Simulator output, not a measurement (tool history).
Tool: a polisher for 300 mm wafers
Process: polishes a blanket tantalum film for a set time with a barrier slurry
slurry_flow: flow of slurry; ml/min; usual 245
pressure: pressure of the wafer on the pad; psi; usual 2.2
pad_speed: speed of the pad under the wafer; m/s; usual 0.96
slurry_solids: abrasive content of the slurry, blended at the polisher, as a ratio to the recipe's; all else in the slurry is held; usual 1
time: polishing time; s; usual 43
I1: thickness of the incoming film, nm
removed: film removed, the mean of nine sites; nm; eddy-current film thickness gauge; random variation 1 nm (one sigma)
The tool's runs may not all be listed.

run 1 hour=0 | slurry_flow=245 pressure=2.2 pad_speed=0.96 slurry_solids=1 time=43 | I1=222.2 | removed=71.4
run 2 hour=39.3 | slurry_flow=245 pressure=2.2 pad_speed=0.96 slurry_solids=1 time=43 | I1=218.7 | removed=70.1
run 3 hour=97.1 | slurry_flow=245 pressure=2.2 pad_speed=0.96 slurry_solids=1 time=43 | I1=220.7 | removed=73.1
run 4 hour=150.9 | slurry_flow=245 pressure=2.2 pad_speed=0.96 slurry_solids=1 time=43 | I1=216.2 | removed=69.3
run 5 hour=192.5 | slurry_flow=245 pressure=2.2 pad_speed=0.96 slurry_solids=1 time=43 | I1=216.2 | removed=74.9
run 6 hour=237.1 | slurry_flow=245 pressure=2.2 pad_speed=0.96 slurry_solids=1 time=43 | I1=224.4 | removed=70.3
run 7 hour=287.4 | slurry_flow=245 pressure=1.6 pad_speed=0.96 slurry_solids=1 time=43 | I1=219.6 | removed=50.2
run 8 hour=350.1 | slurry_flow=245 pressure=1.6 pad_speed=0.96 slurry_solids=1 time=43 | I1=222.3 | removed=56.2
run 9 hour=397.6 | slurry_flow=245 pressure=2.2 pad_speed=0.96 slurry_solids=1 time=43 | I1=221.4 | removed=73.4
run 10 hour=449.5 | slurry_flow=245 pressure=2.7 pad_speed=0.96 slurry_solids=0.9 time=43 | I1=221.5 | removed=85.3
run 11 hour=502.8 | slurry_flow=245 pressure=2.2 pad_speed=0.96 slurry_solids=1 time=43 | I1=221.5 | removed=71.5
run 12 hour=566.9 | slurry_flow=245 pressure=2.4 pad_speed=0.96 slurry_solids=0.8 time=43 | I1=222 | removed=71.6
run 13 hour=618.4 | slurry_flow=310 pressure=2.2 pad_speed=0.96 slurry_solids=1 time=31 | I1=220.5 | removed=52.7
run 14 hour=679.9 | slurry_flow=245 pressure=2.2 pad_speed=0.96 slurry_solids=1 time=43 | I1=219 | removed=70.4
run 15 hour=738.7 | slurry_flow=190 pressure=2.2 pad_speed=0.96 slurry_solids=1 time=43 | I1=217.6 | removed=70.7
run 16 hour=772.6 | slurry_flow=245 pressure=1.9 pad_speed=0.96 slurry_solids=0.85 time=43 | I1=223.8 | removed=56.4

Not shown: 8 entries that the log had between the listed runs. Between which runs, and how does the tool's hidden state differ before and after?
Between runs 2 and 3: worn pad replaced by a new one (hour 48.4)
  removal rate lost through wear of the pad, %: 12.1 -> 8.85; slurry flow missing at the pad, %: 12.9 -> 16.1
  measured less the result without the state, removed: -11 -> -8.9 nm
Between runs 4 and 5: worn pad replaced by a new one (hour 181.8)
  removal rate lost through wear of the pad, %: 12 -> 4.33; slurry flow missing at the pad, %: 19.4 -> 22.2
  measured less the result without the state, removed: -11.6 -> -6 nm
Between runs 7 and 8: worn pad replaced by a new one (hour 349.6)
  removal rate lost through wear of the pad, %: 13 -> 0.266; slurry flow missing at the pad, %: 29.6 -> 35.2
  measured less the result without the state, removed: -10.3 -> -3.7 nm
Between runs 8 and 9: slurry nozzle cleaned (hour 382.9)
  removal rate lost through wear of the pad, %: 0.266 -> 7.81; slurry flow missing at the pad, %: 35.2 -> 5.99
  measured less the result without the state, removed: -3.7 -> -6.8 nm
Between runs 10 and 11: slurry blender recalibrated (hour 484.6)
  removal rate lost through wear of the pad, %: 11 -> 12.1; slurry flow missing at the pad, %: 6.28 -> 6.96
  measured less the result without the state, removed: -11.3 -> -10.6 nm
Between runs 11 and 12: worn pad replaced by a new one (hour 517.2); head pressure recalibrated (hour 564.7)
  removal rate lost through wear of the pad, %: 12.1 -> 8.31; slurry flow missing at the pad, %: 6.96 -> 8.31
  measured less the result without the state, removed: -10.6 -> -7.3 nm
Between runs 14 and 15: worn pad replaced by a new one (hour 691.2)
  removal rate lost through wear of the pad, %: 12.6 -> 8.87; slurry flow missing at the pad, %: 12.1 -> 14.7
  measured less the result without the state, removed: -11.4 -> -8.8 nm
